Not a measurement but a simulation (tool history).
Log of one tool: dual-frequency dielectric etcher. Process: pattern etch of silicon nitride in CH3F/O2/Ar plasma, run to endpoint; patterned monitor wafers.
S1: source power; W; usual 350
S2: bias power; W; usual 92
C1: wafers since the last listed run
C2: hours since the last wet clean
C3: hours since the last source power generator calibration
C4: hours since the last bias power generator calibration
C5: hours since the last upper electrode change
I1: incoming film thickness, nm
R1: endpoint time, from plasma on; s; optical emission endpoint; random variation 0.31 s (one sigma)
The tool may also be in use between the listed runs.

Run 1, hour 0.0: usual settings; C1 0; C2 305.9; C3 1637.3; C4 2982.5; C5 4831.3; I1 49.9. Result: R1 68.6 s.
Run 2, hour 87.4: usual settings but S2 81 W; C1 1065; C2 393.3; C3 1724.7; C4 3069.9; C5 4918.7; I1 49.6. Result: R1 70.3 s.
Run 3, hour 146.7: usual settings but S1 410 W; C1 723; C2 452.6; C3 1784.0; C4 3129.2; C5 4978.0; I1 50.4. Result: R1 63.5 s.
Run 4, hour 203.2: usual settings but S1 410 W; C1 688; C2 509.1; C3 1840.5; C4 3185.7; C5 5034.5; I1 49.6. Result: R1 62.3 s.
Run 5, hour 267.0: usual settings; C1 777; C2 572.9; C3 1904.3; C4 3249.5; C5 5098.3; I1 49.3. Result: R1 68.0 s.
At hour 326.9: wet clean of the chamber.
Run 6, hour 355.0: usual settings; C1 780; C2 28.1; C3 1992.3; C4 3337.5; C5 5186.3; I1 50.1. Result: R1 69.2 s.
Run 7, hour 428.7: usual settings; C1 898; C2 101.8; C3 2066.0; C4 3411.2; C5 5260.0; I1 50.1. Result: R1 69.2 s.
Run 8, hour 467.4: usual settings but S1 420 W; C1 471; C2 140.5; C3 2104.7; C4 3449.9; C5 5298.7; I1 50.0. Result: R1 62.4 s.
Run 9, hour 631.4: usual settings but S1 420 W; C1 1999; C2 304.5; C3 2268.7; C4 3613.9; C5 5462.7; I1 49.6. Result: R1 61.1 s.
Run 10, hour 720.5: usual settings but S1 420 W, S2 98 W; C1 1086; C2 393.6; C3 2357.8; C4 3703.0; C5 5551.8; I1 50.1. Result: R1 60.8 s.
Run 11, hour 768.6: usual settings but S1 420 W, S2 98 W; C1 586; C2 441.7; C3 2405.9; C4 3751.1; C5 5599.9; I1 49.8. Result: R1 60.9 s.
Run 12, hour 862.6: usual settings but S1 400 W; C1 1146; C2 535.7; C3 2499.9; C4 3845.1; C5 5693.9; I1 50.1. Result: R1 63.5 s.
At hour 938.3: upper electrode replaced.
At hour 948.4: wet clean of the chamber.
Run 13, hour 948.9: usual settings; C1 635; C2 0.5; C3 2586.2; C4 3931.4; C5 10.6; I1 50.4. Result: R1 69.0 s.
Run 14, hour 983.6: usual settings; C1 423; C2 35.2; C3 2620.9; C4 3966.1; C5 45.3; I1 50.6. Result: R1 69.3 s.
Run 15, hour 1087.6: usual settings; C1 1268; C2 139.2; C3 2724.9; C4 4070.1; C5 149.3; I1 50.4. Result: R1 69.2 s.
Run 16, hour 1240.8: usual settings but S2 99 W; C1 1868; C2 292.4; C3 2878.1; C4 4223.3; C5 302.5; I1 50.6. Result: R1 67.8 s.
Run 17, hour 1312.6: usual settings; C1 875; C2 364.2; C3 2949.9; C4 4295.1; C5 374.3; I1 49.6. Result: R1 67.4 s.
Run 18, hour 1400.8: usual settings but S1 320 W; C1 1075; C2 452.4; C3 3038.1; C4 4383.3; C5 462.5; I1 49.9. Result: R1 71.7 s.
At hour 1457.3: wet clean of the chamber.
Run 19, hour 1506.3: usual settings; C1 993; C2 49.0; C3 3143.6; C4 4488.8; C5 568.0; I1 49.9. Result: R1 67.7 s.
Run 20, hour 1594.3: usual settings but S2 113 W; C1 1073; C2 137.0; C3 3231.6; C4 4576.8; C5 656.0; I1 50.3. Result: R1 64.4 s.
Run 21, hour 1673.4: usual settings but S1 400 W, S2 74 W; C1 964; C2 216.1; C3 3310.7; C4 4655.9; C5 735.1; I1 50.4. Result: R1 66.4 s.
Run 22, hour 1755.9: usual settings; C1 1006; C2 298.6; C3 3393.2; C4 4738.4; C5 817.6; I1 49.8. Result: R1 67.6 s.
At hour 1763.4: bias power generator calibrated.
At hour 1812.0: source power generator calibrated.
Run 23, hour 1825.7: usual settings but S2 114 W; C1 753; C2 368.4; C3 13.7; C4 62.3; C5 887.4; I1 49.6. Result: R1 65.3 s.
Run 24, hour 1926.0: usual settings but S1 260 W, S2 83 W; C1 1223; C2 468.7; C3 114.0; C4 162.6; C5 987.7; I1 50.5. Result: R1 87.4 s.
Run 25, hour 2017.0: usual settings but S1 270 W; C1 1109; C2 559.7; C3 205.0; C4 253.6; C5 1078.7; I1 49.7. Result: R1 81.5 s.
At hour 2049.3: wet clean of the chamber.
Run 26, hour 2120.7: usual settings but S1 300 W, S2 77 W; C1 971; C2 71.4; C3 308.7; C4 357.3; C5 1182.4; I1 50.4. Result: R1 80.4 s.
Run 27, hour 2216.1: usual settings but S1 300 W, S2 71 W; C1 1163; C2 166.8; C3 404.1; C4 452.7; C5 1277.8; I1 50.3. Result: R1 82.5 s.
Run 28, hour 2292.3: usual settings but S1 420 W, S2 111 W; C1 929; C2 243.0; C3 480.3; C4 528.9; C5 1354.0; I1 49.8. Result: R1 59.2 s.
Run 29, hour 2373.1: usual settings but S1 310 W, S2 77 W; C1 985; C2 323.8; C3 561.1; C4 609.7; C5 1434.8; I1 50.3. Result: R1 79.4 s.
Run 30, hour 2466.4: usual settings but S1 380 W; C1 1137; C2 417.1; C3 654.4; C4 703.0; C5 1528.1; I1 50.4. Result: R1 66.8 s.
Run 31, hour 2521.3: usual settings; C1 669; C2 472.0; C3 709.3; C4 757.9; C5 1583.0; I1 50.3. Result: R1 69.9 s.
Run 32, hour 2582.8: usual settings but S1 440 W, S2 77 W; C1 749; C2 533.5; C3 770.8; C4 819.4; C5 1644.5; I1 50.4. Result: R1 64.3 s.

Forecast each of these 3 alternatives for the next run:
Run A, hour 2583.2: usual settings but S1 440 W; C1 4; C2 533.9; C3 771.2; C4 819.8; C5 1644.9; I1 49.9. Result: R1 ?.
Run B, hour 2583.2: usual settings but S1 400 W, S2 110 W; C1 4; C2 533.9; C3 771.2; C4 819.8; C5 1644.9; I1 49.9. Result: R1 ?.
Run C, hour 2583.2: usual settings but S1 380 W, S2 79 W; C1 4; C2 533.9; C3 771.2; C4 819.8; C5 1644.9; I1 49.9. Result: R1 ?.

run    R1
  A  61.1
  B  61.3
  C  68.8
Without the tool's hidden state the same runs would have given:
run    R1
  A  61.3
  B  61.5
  C  69.0
